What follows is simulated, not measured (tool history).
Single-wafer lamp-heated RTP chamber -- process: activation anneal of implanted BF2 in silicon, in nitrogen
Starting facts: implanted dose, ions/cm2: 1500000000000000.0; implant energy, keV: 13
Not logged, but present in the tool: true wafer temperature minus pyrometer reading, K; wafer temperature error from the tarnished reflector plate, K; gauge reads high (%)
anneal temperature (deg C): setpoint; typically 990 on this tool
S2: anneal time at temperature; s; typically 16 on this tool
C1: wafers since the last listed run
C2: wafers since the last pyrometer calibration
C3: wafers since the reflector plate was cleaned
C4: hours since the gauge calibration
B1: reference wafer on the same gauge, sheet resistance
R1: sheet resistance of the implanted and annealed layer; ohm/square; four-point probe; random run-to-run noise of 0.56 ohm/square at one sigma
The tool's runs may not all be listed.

Run 1, hour 0: usual settings but S2 13 s; C1 0; C2 4059; C3 4411; C4 47.5; B1 245.93. Result: R1 245.09 ohm/square.
Run 2, hour 50.5: usual settings but S2 13 s; C1 801; C2 4861; C3 5212; C4 98; B1 246.9. Result: R1 245.1 ohm/square.
Run 3, hour 119.3: usual settings; C1 1091; C2 5952; C3 6303; C4 166.8; B1 247.68. Result: R1 239.24 ohm/square.
At hour 148.5: pyrometer window cleaned and pyrometer calibrated.
Run 4, hour 154.2: usual settings; C1 426; C2 90; C3 6730; C4 201.7; B1 247.88. Result: R1 239.28 ohm/square.
Run 5, hour 193.4: usual settings but anneal temperature (deg C) 1012; C1 621; C2 712; C3 7352; C4 240.9; B1 248.33. Result: R1 194.75 ohm/square.
Run 6, hour 240.4: usual settings but anneal temperature (deg C) 1014; C1 745; C2 1458; C3 8097; C4 287.9; B1 248.45. Result: R1 190.55 ohm/square.
Run 7, hour 305: usual settings but anneal temperature (deg C) 1013, S2 23 s; C1 1024; C2 2482; C3 9122; C4 352.5; B1 248.54. Result: R1 175.51 ohm/square.

Run 8 comes next. What will it give?
Run 8, hour 333.3: usual settings but anneal temperature (deg C) 1003; C1 448; C2 2931; C3 9571; C4 380.8; B1 ?. Result: R1 ?.

B1: 248.74
R1: 212.71 ohm/square
Take away the tool's hidden state, keep the run-to-run variation as it was, and the same run would have given R1 209.54 ohm/square.
